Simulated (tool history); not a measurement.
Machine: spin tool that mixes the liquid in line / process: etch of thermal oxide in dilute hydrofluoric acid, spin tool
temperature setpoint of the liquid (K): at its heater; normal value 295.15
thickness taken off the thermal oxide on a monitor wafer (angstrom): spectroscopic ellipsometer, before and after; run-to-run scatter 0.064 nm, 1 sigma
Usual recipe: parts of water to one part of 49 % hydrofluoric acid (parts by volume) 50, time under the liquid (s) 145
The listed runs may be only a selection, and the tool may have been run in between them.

run	day	temperature setpoint of the liquid (K)	parts of water to one part of 49 % hydrofluoric acid (parts by volume)	time under the liquid (s)	read-back film thickness of the thermal oxide reference wafer, read on the same gauge (nm)	thickness taken off the thermal oxide on a monitor wafer (angstrom)
1	0.000	295.15	50	145	150.02	128.8
2	0.662	295.15	50	145	149.95	129.5
3	2.004	295.15	50	145	149.99	129.3
4	2.938	295.15	50	145	150.01	128.5
5	4.367	295.15	50	145	150.02	128.6
6	5.821	295.15	50	145	150.04	129.0
7	7.200	295.15	50	145	149.96	128.8
8	8.058	296.65	30	180	150.00	289.3
9	10.992	295.15	75	145	150.05	82.9
10	12.033	295.15	35	145	149.99	186.5
11	13.154	290.65	70	145	149.99	74.6
12	14.308	295.15	50	145	149.98	128.8
13	14.812	295.15	50	145	150.02	128.1
14	16.271	291.15	45	100	150.00	84.4
15	17.362	298.15	75	105	150.03	67.9

Put back what was entered between runs (3 entries, withheld): which listed runs does each sit between, and how does the hidden state differ from the listed run before to the listed run after?
Runs 6 to 7: hydrofluoric acid flow meter replaced (day 7.179)
  no difference in the tool's unlogged condition between these two runs
Runs 8 to 9: thermometer replaced (day 8.254); gauge calibrated (day 9.717)
  no difference in the tool's unlogged condition between these two runs
